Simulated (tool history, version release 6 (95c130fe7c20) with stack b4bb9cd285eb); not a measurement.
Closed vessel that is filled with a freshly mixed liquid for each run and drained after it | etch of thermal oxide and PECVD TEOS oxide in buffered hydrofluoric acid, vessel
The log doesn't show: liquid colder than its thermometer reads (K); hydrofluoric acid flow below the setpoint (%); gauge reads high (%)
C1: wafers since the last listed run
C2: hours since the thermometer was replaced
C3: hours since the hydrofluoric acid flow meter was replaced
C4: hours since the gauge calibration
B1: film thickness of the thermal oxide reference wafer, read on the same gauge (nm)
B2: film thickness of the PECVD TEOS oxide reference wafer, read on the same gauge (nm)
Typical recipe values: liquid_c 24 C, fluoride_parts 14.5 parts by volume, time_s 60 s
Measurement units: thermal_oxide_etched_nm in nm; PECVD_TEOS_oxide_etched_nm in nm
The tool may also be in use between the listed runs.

run 1 hour=0 | liquid_c=24 fluoride_parts=14.5 time_s=60 | C1=0 C2=2269.4 C3=869.6 C4=891.9 | B1=80.01 B2=150 | thermal_oxide_etched_nm=40.54 PECVD_TEOS_oxide_etched_nm=82.01
run 2 hour=22.4 | liquid_c=24 fluoride_parts=14.5 time_s=60 | C1=1879 C2=2291.8 C3=892 C4=914.3 | B1=80 B2=149.99 | thermal_oxide_etched_nm=41.37 PECVD_TEOS_oxide_etched_nm=82.52
run 3 hour=40.9 | liquid_c=24 fluoride_parts=14.5 time_s=60 | C1=1552 C2=2310.3 C3=910.5 C4=932.8 | B1=80 B2=150.01 | thermal_oxide_etched_nm=41.79 PECVD_TEOS_oxide_etched_nm=81.01
run 4 hour=69.4 | liquid_c=24 fluoride_parts=14.5 time_s=60 | C1=2391 C2=2338.8 C3=939 C4=961.3 | B1=79.98 B2=150.01 | thermal_oxide_etched_nm=40.85 PECVD_TEOS_oxide_etched_nm=81.52
run 5 hour=104.8 | liquid_c=24 fluoride_parts=14.5 time_s=60 | C1=2970 C2=2374.2 C3=974.4 C4=996.7 | B1=80.02 B2=150 | thermal_oxide_etched_nm=40.83 PECVD_TEOS_oxide_etched_nm=80.16
run 6 hour=136.1 | liquid_c=24 fluoride_parts=14.5 time_s=60 | C1=2626 C2=2405.5 C3=1005.7 C4=1028 | B1=79.99 B2=149.98 | thermal_oxide_etched_nm=41.3 PECVD_TEOS_oxide_etched_nm=80.85
run 7 hour=170 | liquid_c=27 fluoride_parts=14.5 time_s=70 | C1=2844 C2=2439.4 C3=1039.6 C4=1061.9 | B1=79.98 B2=149.99 | thermal_oxide_etched_nm=56.86 PECVD_TEOS_oxide_etched_nm=110.59
-- hour=173.6 gauge calibrated
run 8 hour=204.7 | liquid_c=24 fluoride_parts=14.5 time_s=60 | C1=2912 C2=2474.1 C3=1074.3 C4=31.1 | B1=79.99 B2=150.01 | thermal_oxide_etched_nm=40.78 PECVD_TEOS_oxide_etched_nm=81.64
run 9 hour=236.3 | liquid_c=26.5 fluoride_parts=14.5 time_s=60 | C1=2651 C2=2505.7 C3=1105.9 C4=62.7 | B1=79.99 B2=150 | thermal_oxide_etched_nm=47.22 PECVD_TEOS_oxide_etched_nm=93.67
run 10 hour=248.6 | liquid_c=26.5 fluoride_parts=18 time_s=80 | C1=1032 C2=2518 C3=1118.2 C4=75 | B1=80.01 B2=150.02 | thermal_oxide_etched_nm=50.58 PECVD_TEOS_oxide_etched_nm=99.85
run 11 hour=265.8 | liquid_c=24 fluoride_parts=14.5 time_s=40 | C1=1443 C2=2535.2 C3=1135.4 C4=92.2 | B1=80 B2=150.01 | thermal_oxide_etched_nm=27.34 PECVD_TEOS_oxide_etched_nm=53.78
-- hour=283.8 thermometer replaced
run 12 hour=293 | liquid_c=24 fluoride_parts=12.5 time_s=60 | C1=2198 C2=9.2 C3=1162.6 C4=119.4 | B1=80.02 B2=149.99 | thermal_oxide_etched_nm=44.33 PECVD_TEOS_oxide_etched_nm=88.6
run 13 hour=313.2 | liquid_c=26 fluoride_parts=20 time_s=45 | C1=1695 C2=29.4 C3=1182.8 C4=139.6 | B1=80 B2=150.01 | thermal_oxide_etched_nm=22.87 PECVD_TEOS_oxide_etched_nm=45.85
run 14 hour=325.2 | liquid_c=24 fluoride_parts=14.5 time_s=60 | C1=1007 C2=41.4 C3=1194.8 C4=151.6 | B1=79.98 B2=149.99 | thermal_oxide_etched_nm=38.77 PECVD_TEOS_oxide_etched_nm=74.43
-- hour=335.3 hydrofluoric acid flow meter replaced
run 15 hour=343.1 | liquid_c=26.5 fluoride_parts=18 time_s=50 | C1=1418 C2=59.3 C3=7.8 C4=169.5 | B1=79.99 B2=149.99 | thermal_oxide_etched_nm=29.1 PECVD_TEOS_oxide_etched_nm=58.13
run 16 hour=376.8 | liquid_c=24 fluoride_parts=14.5 time_s=60 | C1=2828 C2=93 C3=41.5 C4=203.2 | B1=80 B2=150 | thermal_oxide_etched_nm=37.97 PECVD_TEOS_oxide_etched_nm=75.04
run 17 hour=394.3 | liquid_c=24 fluoride_parts=19.5 time_s=60 | C1=1468 C2=110.5 C3=59 C4=220.7 | B1=79.99 B2=150 | thermal_oxide_etched_nm=28.04 PECVD_TEOS_oxide_etched_nm=56.04
run 18 hour=406.8 | liquid_c=27 fluoride_parts=19 time_s=50 | C1=1049 C2=123 C3=71.5 C4=233.2 | B1=79.99 B2=150 | thermal_oxide_etched_nm=29.19 PECVD_TEOS_oxide_etched_nm=56.44
run 19 hour=424.9 | liquid_c=24 fluoride_parts=10.5 time_s=60 | C1=1518 C2=141.1 C3=89.6 C4=251.3 | B1=80.01 B2=150 | thermal_oxide_etched_nm=51.79 PECVD_TEOS_oxide_etched_nm=104.25
-- hour=429.4 thermometer replaced, repeated, since the last time left the tool worse
run 20 hour=441.1 | liquid_c=24 fluoride_parts=14.5 time_s=60 | C1=1275 C2=11.7 C3=105.8 C4=267.5 | B1=79.99 B2=149.99 | thermal_oxide_etched_nm=45.69 PECVD_TEOS_oxide_etched_nm=87.47
run 21 hour=465.8 | liquid_c=27 fluoride_parts=19 time_s=50 | C1=2072 C2=36.4 C3=130.5 C4=292.2 | B1=80 B2=150 | thermal_oxide_etched_nm=33.75 PECVD_TEOS_oxide_etched_nm=65.95
run 22 hour=552.5 | liquid_c=24 fluoride_parts=14.5 time_s=60 | C1=7275 C2=123.1 C3=217.2 C4=378.9 | B1=80 B2=150.01 | thermal_oxide_etched_nm=44.64 PECVD_TEOS_oxide_etched_nm=88

What will run 23 give?
run 23 hour=573.3 | liquid_c=24 fluoride_parts=9 time_s=40 | C1=1745 C2=143.9 C3=238 C4=399.7 | B1=? B2=? | thermal_oxide_etched_nm=? PECVD_TEOS_oxide_etched_nm=?

{"run 23": {"B1": 79.98, "B2": 149.98, "thermal_oxide_etched_nm": 45.71, "PECVD_TEOS_oxide_etched_nm": 90.33}}
On a tool with no hidden condition, and with the same random variation, this run would have come out at thermal_oxide_etched_nm 46.77 nm, PECVD_TEOS_oxide_etched_nm 92.43 nm.
